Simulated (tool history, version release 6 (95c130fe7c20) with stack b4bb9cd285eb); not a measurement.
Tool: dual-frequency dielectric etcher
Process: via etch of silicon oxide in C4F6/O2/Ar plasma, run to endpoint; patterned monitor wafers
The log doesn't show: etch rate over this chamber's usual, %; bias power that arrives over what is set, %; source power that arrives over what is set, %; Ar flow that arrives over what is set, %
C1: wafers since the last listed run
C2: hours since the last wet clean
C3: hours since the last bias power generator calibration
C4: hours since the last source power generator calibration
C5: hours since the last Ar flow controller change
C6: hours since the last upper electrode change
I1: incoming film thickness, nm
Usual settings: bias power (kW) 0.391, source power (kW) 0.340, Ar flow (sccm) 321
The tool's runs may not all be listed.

Run 1, hour 0.0: usual settings but source power (kW) 0.280; C1 0; C2 295.3; C3 2627.7; C4 2012.0; C5 3943.2; C6 4793.4; I1 76.2. Result: endpoint time (s) 22.5.
Run 2, hour 17.8: usual settings but source power (kW) 0.280; C1 205; C2 313.1; C3 2645.5; C4 2029.8; C5 3961.0; C6 4811.2; I1 76.5. Result: endpoint time (s) 22.8.
Run 3, hour 31.6: usual settings; C1 159; C2 326.9; C3 2659.3; C4 2043.6; C5 3974.8; C6 4825.0; I1 75.3. Result: endpoint time (s) 21.0.
Run 4, hour 45.2: usual settings; C1 157; C2 340.5; C3 2672.9; C4 2057.2; C5 3988.4; C6 4838.6; I1 75.6. Result: endpoint time (s) 21.1.
At hour 73.7: upper electrode replaced.
Run 5, hour 74.2: usual settings; C1 57; C2 369.5; C3 2701.9; C4 2086.2; C5 4017.4; C6 0.5; I1 76.6. Result: endpoint time (s) 21.5.
Run 6, hour 74.6: usual settings but bias power (kW) 0.465, Ar flow (sccm) 260; C1 4; C2 369.9; C3 2702.3; C4 2086.6; C5 4017.8; C6 0.9; I1 76.6. Result: endpoint time (s) 19.6.
At hour 104.1: source power generator calibrated.
Run 7, hour 111.3: usual settings but bias power (kW) 0.427; C1 378; C2 406.6; C3 2739.0; C4 7.2; C5 4054.5; C6 37.6; I1 76.7. Result: endpoint time (s) 20.7.
Run 8, hour 122.4: usual settings but bias power (kW) 0.303, source power (kW) 0.390; C1 128; C2 417.7; C3 2750.1; C4 18.3; C5 4065.6; C6 48.7; I1 75.7. Result: endpoint time (s) 22.3.
Run 9, hour 139.9: usual settings but bias power (kW) 0.482, source power (kW) 0.270; C1 202; C2 435.2; C3 2767.6; C4 35.8; C5 4083.1; C6 66.2; I1 75.7. Result: endpoint time (s) 21.3.
At hour 153.3: Ar flow controller replaced.
At hour 164.4: wet clean of the chamber.
At hour 164.5: bias power generator calibrated.
Run 10, hour 164.9: usual settings but bias power (kW) 0.351, source power (kW) 0.270; C1 90; C2 0.5; C3 0.4; C4 60.8; C5 11.6; C6 91.2; I1 76.4. Result: endpoint time (s) 23.2.
Run 11, hour 171.5: usual settings but source power (kW) 0.360; C1 76; C2 7.1; C3 7.0; C4 67.4; C5 18.2; C6 97.8; I1 75.5. Result: endpoint time (s) 19.7.
Run 12, hour 189.1: usual settings but Ar flow (sccm) 355; C1 203; C2 24.7; C3 24.6; C4 85.0; C5 35.8; C6 115.4; I1 76.3. Result: endpoint time (s) 20.6.
Run 13, hour 204.1: usual settings; C1 173; C2 39.7; C3 39.6; C4 100.0; C5 50.8; C6 130.4; I1 76.6. Result: endpoint time (s) 20.6.
Run 14, hour 217.2: usual settings; C1 151; C2 52.8; C3 52.7; C4 113.1; C5 63.9; C6 143.5; I1 76.2. Result: endpoint time (s) 20.6.
Run 15, hour 223.7: usual settings; C1 75; C2 59.3; C3 59.2; C4 119.6; C5 70.4; C6 150.0; I1 75.7. Result: endpoint time (s) 20.2.

5 ways to go on from here, each from the tool as it stands after run 15. What would each give?
Run A, hour 224.1: usual settings but Ar flow (sccm) 382; C1 4; C2 59.7; C3 59.6; C4 120.0; C5 70.8; C6 150.4; I1 75.8. Result: endpoint time (s) ?.
Run B, hour 224.1: usual settings but bias power (kW) 0.486, source power (kW) 0.320, Ar flow (sccm) 255; C1 4; C2 59.7; C3 59.6; C4 120.0; C5 70.8; C6 150.4; I1 75.8. Result: endpoint time (s) ?.
Run C, hour 224.1: usual settings but bias power (kW) 0.341, Ar flow (sccm) 254; C1 4; C2 59.7; C3 59.6; C4 120.0; C5 70.8; C6 150.4; I1 75.8. Result: endpoint time (s) ?.
Run D, hour 224.1: usual settings but bias power (kW) 0.419, source power (kW) 0.280; C1 4; C2 59.7; C3 59.6; C4 120.0; C5 70.8; C6 150.4; I1 75.8. Result: endpoint time (s) ?.
Run E, hour 224.1: usual settings but bias power (kW) 0.341, source power (kW) 0.410, Ar flow (sccm) 390; C1 4; C2 59.7; C3 59.6; C4 120.0; C5 70.8; C6 150.4; I1 75.8. Result: endpoint time (s) ?.

run  endpoint time (s)
  A               20.8
  B               18.7
  C               21.1
  D               21.3
  E               20.6
Without the tool's hidden state the same runs would have given:
run  endpoint time (s)
  A               20.6
  B               18.5
  C               20.9
  D               21.1
  E               20.4
